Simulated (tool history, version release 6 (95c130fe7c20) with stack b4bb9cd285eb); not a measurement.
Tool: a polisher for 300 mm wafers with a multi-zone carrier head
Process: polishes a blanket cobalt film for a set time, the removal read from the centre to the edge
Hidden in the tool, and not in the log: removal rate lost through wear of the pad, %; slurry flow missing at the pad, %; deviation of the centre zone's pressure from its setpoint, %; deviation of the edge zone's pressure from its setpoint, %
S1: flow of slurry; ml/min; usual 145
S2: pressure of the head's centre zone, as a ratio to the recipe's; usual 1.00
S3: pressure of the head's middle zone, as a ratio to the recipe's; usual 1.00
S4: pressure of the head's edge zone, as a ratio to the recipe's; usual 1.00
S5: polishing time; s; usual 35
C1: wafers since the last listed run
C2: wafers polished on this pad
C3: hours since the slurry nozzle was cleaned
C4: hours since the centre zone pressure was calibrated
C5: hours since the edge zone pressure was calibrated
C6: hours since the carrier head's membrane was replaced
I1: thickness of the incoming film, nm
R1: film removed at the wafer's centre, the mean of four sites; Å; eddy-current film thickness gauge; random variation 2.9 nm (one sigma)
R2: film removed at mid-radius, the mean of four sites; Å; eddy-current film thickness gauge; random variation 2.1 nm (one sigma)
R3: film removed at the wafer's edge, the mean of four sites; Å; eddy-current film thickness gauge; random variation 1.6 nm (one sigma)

run 1 hour=0.0 | S1=145 S2=1.00 S3=1.00 S4=1.00 S5=35 | C1=0 C2=3284 C3=179.8 C4=29.8 C5=146.7 C6=2046.6 | I1=1586.5 | R1=1869 R2=1837 R3=1920
-- hour=20.9 worn pad replaced by a new one
-- hour=43.0 carrier head's membrane replaced by a new one, of another model than before
run 2 hour=43.5 | S1=145 S2=1.00 S3=1.00 S4=1.00 S5=35 | C1=263 C2=134 C3=223.3 C4=73.3 C5=190.2 C6=0.5 | I1=1599.3 | R1=2035 R2=1975 R3=2061
run 3 hour=101.3 | S1=145 S2=1.00 S3=1.00 S4=1.00 S5=35 | C1=441 C2=576 C3=281.1 C4=131.1 C5=248.0 C6=58.3 | I1=1579.7 | R1=2024 R2=1946 R3=2005
run 4 hour=193.1 | S1=145 S2=1.00 S3=1.00 S4=1.00 S5=35 | C1=701 C2=1277 C3=372.9 C4=222.9 C5=339.8 C6=150.1 | I1=1573.9 | R1=1936 R2=1896 R3=1968
run 5 hour=291.9 | S1=190 S2=1.00 S3=0.95 S4=0.89 S5=41 | C1=755 C2=2032 C3=471.7 C4=321.7 C5=438.6 C6=248.9 | I1=1575.7 | R1=2357 R2=2257 R3=2261
-- hour=300.8 slurry nozzle cleaned
run 6 hour=389.5 | S1=145 S2=1.00 S3=1.00 S4=1.00 S5=40 | C1=738 C2=2770 C3=88.7 C4=419.3 C5=536.2 C6=346.5 | I1=1606.7 | R1=2217 R2=2120 R3=2182
run 7 hour=427.1 | S1=145 S2=1.00 S3=1.00 S4=0.95 S5=35 | C1=287 C2=3058 C3=126.3 C4=456.9 C5=573.8 C6=384.1 | I1=1596.6 | R1=1959 R2=1870 R3=1906
run 8 hour=514.5 | S1=145 S2=1.00 S3=1.00 S4=1.00 S5=35 | C1=667 C2=3726 C3=213.7 C4=544.3 C5=661.2 C6=471.5 | I1=1608.2 | R1=1899 R2=1876 R3=1901
-- hour=545.9 worn pad replaced by a new one
-- hour=560.4 centre zone pressure recalibrated
run 9 hour=579.1 | S1=145 S2=1.00 S3=1.00 S4=1.00 S5=35 | C1=447 C2=238 C3=278.3 C4=18.7 C5=725.8 C6=536.1 | I1=1561.9 | R1=2035 R2=1951 R3=2024
run 10 hour=641.7 | S1=145 S2=1.09 S3=1.00 S4=1.00 S5=35 | C1=478 C2=716 C3=340.9 C4=81.3 C5=788.4 C6=598.7 | I1=1579.9 | R1=2214 R2=1934 R3=1994
run 11 hour=699.1 | S1=145 S2=1.05 S3=1.00 S4=1.00 S5=35 | C1=438 C2=1155 C3=398.3 C4=138.7 C5=845.8 C6=656.1 | I1=1580.1 | R1=2101 R2=1895 R3=1936
-- hour=747.4 slurry nozzle cleaned
run 12 hour=747.8 | S1=145 S2=1.03 S3=1.03 S4=1.00 S5=35 | C1=364 C2=1520 C3=0.4 C4=187.4 C5=894.5 C6=704.8 | I1=1591.2 | R1=1980 R2=1911 R3=1971
-- hour=813.9 edge zone pressure recalibrated
run 13 hour=833.4 | S1=145 S2=1.00 S3=1.00 S4=1.00 S5=35 | C1=638 C2=2158 C3=86.0 C4=273.0 C5=19.5 C6=790.4 | I1=1599.0 | R1=1888 R2=1853 R3=1947
run 14 hour=909.6 | S1=145 S2=1.00 S3=1.00 S4=1.00 S5=35 | C1=582 C2=2741 C3=162.2 C4=349.2 C5=95.7 C6=866.6 | I1=1580.2 | R1=1885 R2=1868 R3=1899
run 15 hour=951.9 | S1=145 S2=1.00 S3=1.00 S4=1.00 S5=35 | C1=323 C2=3064 C3=204.5 C4=391.5 C5=138.0 C6=908.9 | I1=1591.3 | R1=1933 R2=1839 R3=1904
-- hour=1043.4 worn pad replaced by a new one
run 16 hour=1057.8 | S1=105 S2=0.96 S3=1.00 S4=1.04 S5=31 | C1=778 C2=109 C3=310.4 C4=497.4 C5=243.9 C6=1014.8 | I1=1570.2 | R1=1610 R2=1682 R3=1771
run 17 hour=1126.5 | S1=145 S2=1.00 S3=1.00 S4=1.00 S5=35 | C1=525 C2=634 C3=379.1 C4=566.1 C5=312.6 C6=1083.5 | I1=1569.3 | R1=2003 R2=1981 R3=2014
-- hour=1201.6 slurry nozzle cleaned
run 18 hour=1220.2 | S1=145 S2=1.00 S3=0.94 S4=1.00 S5=35 | C1=708 C2=1343 C3=18.6 C4=659.8 C5=406.3 C6=1177.2 | I1=1573.3 | R1=1976 R2=1844 R3=1985
-- hour=1224.2 centre zone pressure recalibrated
run 19 hour=1314.3 | S1=145 S2=1.00 S3=1.00 S4=1.00 S5=35 | C1=703 C2=2046 C3=112.7 C4=90.1 C5=500.4 C6=1271.3 | I1=1552.1 | R1=1917 R2=1901 R3=1967
run 20 hour=1401.7 | S1=145 S2=1.07 S3=1.00 S4=1.00 S5=35 | C1=667 C2=2714 C3=200.1 C4=177.5 C5=587.8 C6=1358.7 | I1=1573.5 | R1=2099 R2=1867 R3=1933
run 21 hour=1459.9 | S1=145 S2=1.00 S3=1.03 S4=1.00 S5=35 | C1=444 C2=3159 C3=258.3 C4=235.7 C5=646.0 C6=1416.9 | I1=1570.4 | R1=1897 R2=1876 R3=1961

The tool's hidden state at each run:
slurry flow missing at the pad, %: 0 in every run
deviation of the centre zone's pressure from its setpoint, %: 0 in every run
deviation of the edge zone's pressure from its setpoint, %: 0 in every run
H1: removal rate lost through wear of the pad, %
run=1 H1=8.44
run=2 H1=1.81
run=3 H1=3.8
run=4 H1=5.81
run=5 H1=7
run=6 H1=7.64
run=7 H1=7.8
run=8 H1=8.06
run=9 H1=3
run=10 H1=4.99
run=11 H1=6.25
run=12 H1=7.01
run=13 H1=7.9
run=14 H1=8.38
run=15 H1=8.57
run=16 H1=0.782
run=17 H1=3.2
run=18 H1=5.2
run=19 H1=6.32
run=20 H1=6.91
run=21 H1=7.16

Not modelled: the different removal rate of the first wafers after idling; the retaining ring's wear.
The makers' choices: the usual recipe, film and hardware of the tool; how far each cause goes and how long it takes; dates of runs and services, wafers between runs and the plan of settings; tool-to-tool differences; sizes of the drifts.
